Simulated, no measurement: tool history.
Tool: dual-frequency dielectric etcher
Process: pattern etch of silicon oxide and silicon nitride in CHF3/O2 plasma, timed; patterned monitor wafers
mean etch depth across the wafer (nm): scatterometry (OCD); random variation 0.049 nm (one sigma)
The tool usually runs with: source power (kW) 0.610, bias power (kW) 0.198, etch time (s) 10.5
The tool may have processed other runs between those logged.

run	hour	source power (kW)	bias power (kW)	etch time (s)	read-back reference wafer on the same gauge, depth_nm	mean etch depth across the wafer (nm)
1	0.0	0.610	0.166	10.5	18.81	15.54
2	41.7	0.610	0.166	10.5	18.81	15.44
3	95.6	0.610	0.182	10.5	18.80	16.01
4	162.4	0.610	0.182	10.5	18.79	15.93
# hour 202.6: wet clean of the chamber
5	233.2	0.610	0.182	10.5	18.79	16.18
6	270.8	0.610	0.198	12.5	18.79	19.83
7	307.5	0.610	0.198	10.5	18.79	16.68
8	344.3	0.610	0.198	10.5	18.80	16.67
9	394.4	0.610	0.198	10.5	18.79	16.60
10	564.3	0.610	0.198	10.5	18.81	16.45
# hour 581.5: source power generator calibrated
11	662.5	0.610	0.226	10.5	18.80	17.33
12	703.4	0.610	0.226	10.5	18.81	17.31
# hour 748.0: wet clean of the chamber
13	758.2	0.610	0.198	13.0	18.80	21.40
# hour 831.0: upper electrode replaced
14	861.7	0.610	0.198	10.5	18.80	17.17
# hour 913.7: gauge calibrated
# hour 972.4: wet clean of the chamber, repeated, since the last time left the tool worse
# hour 974.7: bias power generator calibrated
15	1109.9	0.690	0.175	9.0	18.79	14.24
16	1160.3	0.560	0.185	9.5	18.80	14.17
17	1222.1	0.610	0.198	10.5	18.81	16.48
18	1266.6	0.610	0.219	9.5	18.79	15.57
19	1359.8	0.610	0.198	10.5	18.80	16.45
# hour 1423.6: wet clean of the chamber
20	1429.0	0.560	0.198	13.0	18.79	20.17
21	1524.8	0.530	0.184	7.5	18.81	10.98
22	1571.8	0.520	0.214	7.5	18.80	11.62
23	1649.6	0.670	0.246	10.5	18.78	18.69
24	1752.8	0.570	0.222	10.5	18.80	16.87

Forecast each of these 5 alternatives for the next run:
A	1753.2	0.690	0.198	10.5	?	?
B	1753.2	0.570	0.243	13.5	?	?
C	1753.2	0.610	0.236	13.0	?	?
D	1753.2	0.720	0.178	9.5	?	?
E	1753.2	0.680	0.157	10.5	?	?

run	read-back reference wafer on the same gauge, depth_nm	mean etch depth across the wafer (nm)
A	18.81	17.31
B	18.81	22.54
C	18.81	21.98
D	18.81	15.26
E	18.81	15.72
What these runs would have given with no unlogged condition in the tool:
run	mean etch depth across the wafer (nm)
A	17.51
B	22.80
C	22.23
D	15.43
E	15.89
